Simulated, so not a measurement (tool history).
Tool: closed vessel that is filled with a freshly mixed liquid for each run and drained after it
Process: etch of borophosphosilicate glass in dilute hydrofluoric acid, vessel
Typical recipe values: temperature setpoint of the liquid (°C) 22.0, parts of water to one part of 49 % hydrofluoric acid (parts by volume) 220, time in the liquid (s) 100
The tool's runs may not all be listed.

run,hour,temperature setpoint of the liquid (°C),parts of water to one part of 49 % hydrofluoric acid (parts by volume),time in the liquid (s),wafers since the last listed run,hours since the thermometer was replaced,hours since the hydrofluoric acid flow meter was replaced,hours since the gauge calibration,"read-back film thickness of the borophosphosilicate glass reference wafer, read on the same gauge (nm)",thickness taken off the borophosphosilicate glass on a monitor wafer (Å)
1,0.0,22.0,285,65,0,460.5,722.2,199.4,121.96,107.6
2,38.9,22.0,285,65,4233,499.4,761.1,238.3,122.21,105.5
3,74.3,22.0,285,65,3852,534.8,796.5,273.7,122.37,106.1
4,100.5,22.0,220,100,2851,561.0,822.7,299.9,122.44,224.9
5,157.9,22.0,220,100,6246,618.4,880.1,357.3,122.73,226.7
# hour 213.0: thermometer replaced
6,229.1,22.0,220,100,7639,16.1,951.3,428.5,122.90,226.5
7,278.8,22.0,220,100,5408,65.8,1001.0,478.2,122.96,225.8
8,342.2,22.0,220,100,6899,129.2,1064.4,541.6,123.07,225.8
9,376.9,22.0,220,100,3776,163.9,1099.1,576.3,123.14,226.2
# hour 416.3: gauge calibrated
10,438.3,22.0,220,100,6682,225.3,1160.5,22.0,120.38,221.9
11,487.6,22.0,220,100,5365,274.6,1209.8,71.3,121.02,221.3
12,517.4,22.0,220,100,3243,304.4,1239.6,101.1,121.34,225.5
13,546.5,22.0,220,100,3166,333.5,1268.7,130.2,121.61,223.0
14,582.6,18.5,220,100,3928,369.6,1304.8,166.3,121.86,197.3
15,620.1,22.0,220,100,4081,407.1,1342.3,203.8,122.11,225.7
16,647.6,22.0,220,100,2992,434.6,1369.8,231.3,122.32,225.4
17,710.1,22.0,270,100,6801,497.1,1432.3,293.8,122.62,174.5
# hour 762.0: hydrofluoric acid flow meter replaced
18,762.5,19.0,220,100,5593,549.5,0.5,346.2,122.82,199.5
19,791.0,26.5,220,100,3101,578.0,29.0,374.7,122.88,267.8
20,835.1,26.5,220,100,4799,622.1,73.1,418.8,122.98,265.6
# hour 917.1: thermometer replaced
# hour 1008.7: gauge calibrated
21,1016.5,22.0,220,100,19632,99.4,254.5,7.8,119.75,219.7
22,1063.9,25.0,170,75,5158,146.8,301.9,55.2,120.42,253.6
23,1106.1,22.0,220,145,4592,189.0,344.1,97.4,120.88,322.6
24,1158.4,22.0,310,130,5691,241.3,396.4,149.7,121.35,186.7
25,1199.5,20.0,220,100,4472,282.4,437.5,190.8,121.63,206.2
26,1255.0,22.0,220,100,6039,337.9,493.0,246.3,122.01,225.9
27,1282.9,22.0,220,100,3036,365.8,520.9,274.2,122.12,225.2
28,1318.4,22.0,220,130,3863,401.3,556.4,309.7,122.25,293.8

3 options for the next run, each taken on its own from the tool as it stands now. Forecast them:
A,1319.1,22.0,220,160,76,402.0,557.1,310.4,?,?
B,1319.1,25.5,280,100,76,402.0,557.1,310.4,?,?
C,1319.1,27.0,290,125,76,402.0,557.1,310.4,?,?

run,"read-back film thickness of the borophosphosilicate glass reference wafer, read on the same gauge (nm)",thickness taken off the borophosphosilicate glass on a monitor wafer (Å)
A,122.28,363.2
B,122.28,190.3
C,122.28,239.2
With no hidden state in the tool, these same runs would have given:
run,thickness taken off the borophosphosilicate glass on a monitor wafer (Å)
A,356.4
B,186.8
C,234.8

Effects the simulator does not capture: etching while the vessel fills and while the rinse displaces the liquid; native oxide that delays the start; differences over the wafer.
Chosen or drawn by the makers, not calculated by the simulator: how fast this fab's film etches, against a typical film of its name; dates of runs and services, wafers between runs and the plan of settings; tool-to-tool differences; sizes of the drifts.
